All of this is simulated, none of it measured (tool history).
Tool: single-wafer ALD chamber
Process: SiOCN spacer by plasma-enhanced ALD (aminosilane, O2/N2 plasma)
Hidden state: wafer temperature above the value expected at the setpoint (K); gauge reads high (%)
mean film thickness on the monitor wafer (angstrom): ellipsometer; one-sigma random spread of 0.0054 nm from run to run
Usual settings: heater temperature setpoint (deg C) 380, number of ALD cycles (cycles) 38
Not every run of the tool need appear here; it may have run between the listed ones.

| run | day | heater temperature setpoint (deg C) | number of ALD cycles (cycles) | wafers since the last listed run | hours since the last thermocouple change | hours since the gauge calibration | read-back reference wafer on the same gauge, thickness_nm | mean film thickness on the monitor wafer (angstrom) |
|---|---|---|---|---|---|---|---|---|
| 1 | 0.000 | 380 | 38 | 0 | 712.1 | 157.2 | 2.261 | 21.65 |
| 2 | 0.450 | 386 | 41 | 79 | 722.9 | 168.0 | 2.259 | 23.34 |
| 3 | 0.912 | 380 | 38 | 81 | 734.0 | 179.1 | 2.261 | 21.66 |
| 4 | 1.450 | 380 | 38 | 94 | 746.9 | 192.0 | 2.261 | 21.64 |
| 5 | 1.983 | 380 | 38 | 94 | 759.7 | 204.8 | 2.259 | 21.63 |
| 6 | 2.708 | 380 | 38 | 127 | 777.1 | 222.2 | 2.261 | 21.67 |
| 7 | 3.338 | 385 | 38 | 110 | 792.2 | 237.3 | 2.259 | 21.59 |
| 8 | 3.954 | 380 | 38 | 108 | 807.0 | 252.1 | 2.260 | 21.73 |
| 9 | 4.346 | 380 | 38 | 69 | 816.4 | 261.5 | 2.261 | 21.67 |
| 10 | 4.638 | 380 | 38 | 51 | 823.4 | 268.5 | 2.259 | 21.61 |
| 11 | 5.042 | 380 | 38 | 71 | 833.1 | 278.2 | 2.260 | 21.66 |
| 12 | 5.633 | 384 | 38 | 104 | 847.3 | 292.4 | 2.259 | 21.62 |
| 13 | 5.979 | 384 | 38 | 60 | 855.6 | 300.7 | 2.262 | 21.64 |
| 14 | 6.667 | 384 | 38 | 121 | 872.1 | 317.2 | 2.259 | 21.62 |
| 15 | 7.188 | 380 | 33 | 91 | 884.6 | 329.7 | 2.258 | 18.74 |
| 16 | 7.912 | 380 | 33 | 127 | 902.0 | 347.1 | 2.259 | 18.75 |
| 17 | 8.388 | 380 | 38 | 83 | 913.4 | 358.5 | 2.259 | 21.59 |
| 18 | 9.075 | 380 | 38 | 121 | 929.9 | 375.0 | 2.259 | 21.64 |
| 19 | 9.671 | 380 | 42 | 105 | 944.2 | 389.3 | 2.259 | 23.94 |
| 20 | 10.171 | 380 | 42 | 88 | 956.2 | 401.3 | 2.259 | 23.85 |
| 21 | 10.458 | 380 | 42 | 50 | 963.1 | 408.2 | 2.259 | 23.77 |
| 22 | 10.871 | 372 | 32 | 72 | 973.0 | 418.1 | 2.260 | 18.27 |
| 23 | 11.142 | 365 | 41 | 47 | 979.5 | 424.6 | 2.261 | 23.37 |
| 24 | 11.771 | 380 | 38 | 110 | 994.6 | 439.7 | 2.259 | 21.72 |
| 25 | 12.504 | 389 | 33 | 129 | 1012.2 | 457.3 | 2.261 | 18.76 |
| 26 | 13.062 | 380 | 43 | 98 | 1025.6 | 470.7 | 2.260 | 24.49 |
|  | 13.125 | gauge calibrated |
| 27 | 13.433 | 380 | 30 | 65 | 1034.5 | 7.4 | 2.261 | 17.10 |
| 28 | 13.908 | 380 | 44 | 83 | 1045.9 | 18.8 | 2.261 | 25.15 |
| 29 | 14.725 | 368 | 31 | 143 | 1065.5 | 38.4 | 2.260 | 17.67 |
| 30 | 15.096 | 390 | 38 | 65 | 1074.4 | 47.3 | 2.260 | 21.64 |
| 31 | 15.625 | 392 | 45 | 93 | 1087.1 | 60.0 | 2.260 | 25.72 |
| 32 | 15.883 | 390 | 32 | 45 | 1093.3 | 66.2 | 2.260 | 18.25 |
|  | 16.917 | thermocouple changed; heater temperature recalibrated |
| 33 | 17.292 | 380 | 38 | 189 | 9.0 | 100.0 | 2.259 | 21.73 |
| 34 | 17.738 | 388 | 38 | 78 | 19.7 | 110.7 | 2.259 | 21.64 |
| 35 | 19.662 | 380 | 42 | 339 | 65.9 | 156.9 | 2.260 | 23.90 |
| 36 | 20.575 | 393 | 36 | 160 | 87.8 | 178.8 | 2.260 | 20.48 |
| 37 | 20.921 | 393 | 36 | 60 | 96.1 | 187.1 | 2.261 | 20.53 |
| 38 | 21.604 | 374 | 32 | 120 | 112.5 | 203.5 | 2.260 | 18.25 |
| 39 | 22.262 | 390 | 42 | 116 | 128.3 | 219.3 | 2.260 | 23.90 |
| 40 | 22.600 | 387 | 38 | 59 | 136.4 | 227.4 | 2.260 | 21.64 |
| 41 | 22.992 | 380 | 38 | 69 | 145.8 | 236.8 | 2.260 | 21.62 |
| 42 | 23.588 | 384 | 33 | 105 | 160.1 | 251.1 | 2.260 | 18.73 |
| 43 | 24.271 | 366 | 43 | 120 | 176.5 | 267.5 | 2.261 | 24.51 |

Branching from run 43: 4 alternative next runs. What would each branch give?
| A | 24.292 | 380 | 38 | 3 | 177.0 | 268.0 | ? | ? |
| B | 24.292 | 380 | 32 | 3 | 177.0 | 268.0 | ? | ? |
| C | 24.292 | 388 | 40 | 3 | 177.0 | 268.0 | ? | ? |
| D | 24.292 | 370 | 31 | 3 | 177.0 | 268.0 | ? | ? |

| run | read-back reference wafer on the same gauge, thickness_nm | mean film thickness on the monitor wafer (angstrom) |
|---|---|---|
| A | 2.260 | 21.67 |
| B | 2.260 | 18.24 |
| C | 2.260 | 22.81 |
| D | 2.260 | 17.67 |
Had the tool no hidden state, the same runs would have come out as:
| run | mean film thickness on the monitor wafer (angstrom) |
|---|---|
| A | 21.67 |
| B | 18.24 |
| C | 22.81 |
| D | 17.67 |

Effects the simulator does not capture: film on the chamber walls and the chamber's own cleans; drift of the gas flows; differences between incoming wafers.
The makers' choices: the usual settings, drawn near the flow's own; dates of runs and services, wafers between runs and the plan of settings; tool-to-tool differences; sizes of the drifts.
